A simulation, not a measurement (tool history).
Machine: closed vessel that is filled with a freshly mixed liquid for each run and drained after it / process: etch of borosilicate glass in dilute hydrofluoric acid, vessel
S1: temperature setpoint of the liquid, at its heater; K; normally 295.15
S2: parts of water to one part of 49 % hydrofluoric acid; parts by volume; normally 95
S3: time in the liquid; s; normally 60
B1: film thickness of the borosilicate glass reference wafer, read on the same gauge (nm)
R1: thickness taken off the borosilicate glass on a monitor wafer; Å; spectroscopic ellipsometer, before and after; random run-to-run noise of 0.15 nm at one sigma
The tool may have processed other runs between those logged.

Run 1, hour 0: usual settings but S1 291.65 K, S2 120 parts by volume; B1 29.98. Result: R1 222.6 Å.
Run 2, hour 11.1: usual settings but S1 291.65 K, S2 120 parts by volume; B1 30.03. Result: R1 221.7 Å.
Run 3, hour 22.2: usual settings but S1 291.65 K, S2 120 parts by volume; B1 30.02. Result: R1 221.5 Å.
Run 4, hour 36.6: usual settings but S1 291.65 K, S2 70 parts by volume; B1 30.01. Result: R1 405.6 Å.
Run 5, hour 50.4: usual settings but S1 291.65 K, S2 70 parts by volume; B1 29.98. Result: R1 404.2 Å.
Run 6, hour 84.7: usual settings but S1 291.65 K, S2 70 parts by volume; B1 29.95. Result: R1 403 Å.
Run 7, hour 91.5: usual settings; B1 30. Result: R1 330.9 Å.
Run 8, hour 105.6: usual settings but S1 292.65 K, S2 120 parts by volume; B1 30. Result: R1 231.7 Å.
Run 9, hour 116.8: usual settings but S1 292.65 K, S2 120 parts by volume; B1 30. Result: R1 232.8 Å.
Run 10, hour 128.2: usual settings; B1 30.03. Result: R1 331.6 Å.
At hour 134.3: hydrofluoric acid flow meter replaced.
Run 11, hour 153.4: usual settings; B1 30.01. Result: R1 334.1 Å.
Run 12, hour 165.5: usual settings; B1 30. Result: R1 334.1 Å.
Run 13, hour 172.9: usual settings; B1 29.99. Result: R1 335.7 Å.
Run 14, hour 189.5: usual settings; B1 29.99. Result: R1 336.7 Å.
Run 15, hour 205.2: usual settings; B1 30.03. Result: R1 334.4 Å.
Run 16, hour 215.1: usual settings but S2 75 parts by volume, S3 30 s; B1 30. Result: R1 217.2 Å.
Run 17, hour 248: usual settings; B1 30.02. Result: R1 337.3 Å.
Run 18, hour 257: usual settings; B1 30.04. Result: R1 333.3 Å.
At hour 265.4: thermometer replaced.
Run 19, hour 269.2: usual settings but S2 135 parts by volume, S3 45 s; B1 30. Result: R1 151.3 Å.
At hour 282.9: gauge calibrated.
Run 20, hour 299.5: usual settings but S1 291.15 K, S2 45 parts by volume, S3 40 s; B1 29.99. Result: R1 379.7 Å.
Run 21, hour 315: usual settings; B1 30.01. Result: R1 304.2 Å.
Run 22, hour 325.7: usual settings but S1 291.15 K; B1 30.02. Result: R1 254.1 Å.
Run 23, hour 332.8: usual settings but S1 293.65 K, S3 75 s; B1 29.99. Result: R1 356.4 Å.
Run 24, hour 350.6: usual settings but S2 115 parts by volume, S3 50 s; B1 29.99. Result: R1 201 Å.
Run 25, hour 356.6: usual settings but S1 297.65 K, S2 115 parts by volume, S3 40 s; B1 30.03. Result: R1 177.9 Å.
Run 26, hour 368.3: usual settings but S1 298.15 K, S3 40 s; B1 29.97. Result: R1 226.4 Å.
Run 27, hour 382.9: usual settings but S1 298.15 K, S3 40 s; B1 29.96. Result: R1 227.7 Å.
Run 28, hour 394.2: usual settings; B1 30.02. Result: R1 302.2 Å.
Run 29, hour 414.7: usual settings but S1 291.65 K, S2 80 parts by volume, S3 40 s; B1 30.02. Result: R1 210.3 Å.

5 options for the next run, each taken on its own from the tool as it stands now. Forecast them:
Run A, hour 415.4: usual settings but S2 80 parts by volume; B1 ?. Result: R1 ?.
Run B, hour 415.4: usual settings but S1 293.65 K, S2 115 parts by volume, S3 75 s; B1 ?. Result: R1 ?.
Run C, hour 415.4: usual settings but S1 291.15 K, S2 70 parts by volume, S3 75 s; B1 ?. Result: R1 ?.
Run D, hour 415.4: usual settings but S1 299.65 K, S2 75 parts by volume; B1 ?. Result: R1 ?.
Run E, hour 415.4: usual settings but S1 293.65 K, S2 75 parts by volume, S3 70 s; B1 ?. Result: R1 ?.

run     B1     R1
  A  29.97    366
  B  29.97  287.5
  C  29.97  447.8
  D  29.97  470.6
  E  29.97  430.7
With the hidden condition removed and each run's random variation left untouched, the same runs would have given:
run     R1
  A  362.2
  B  284.6
  C    443
  D    466
  E  426.3
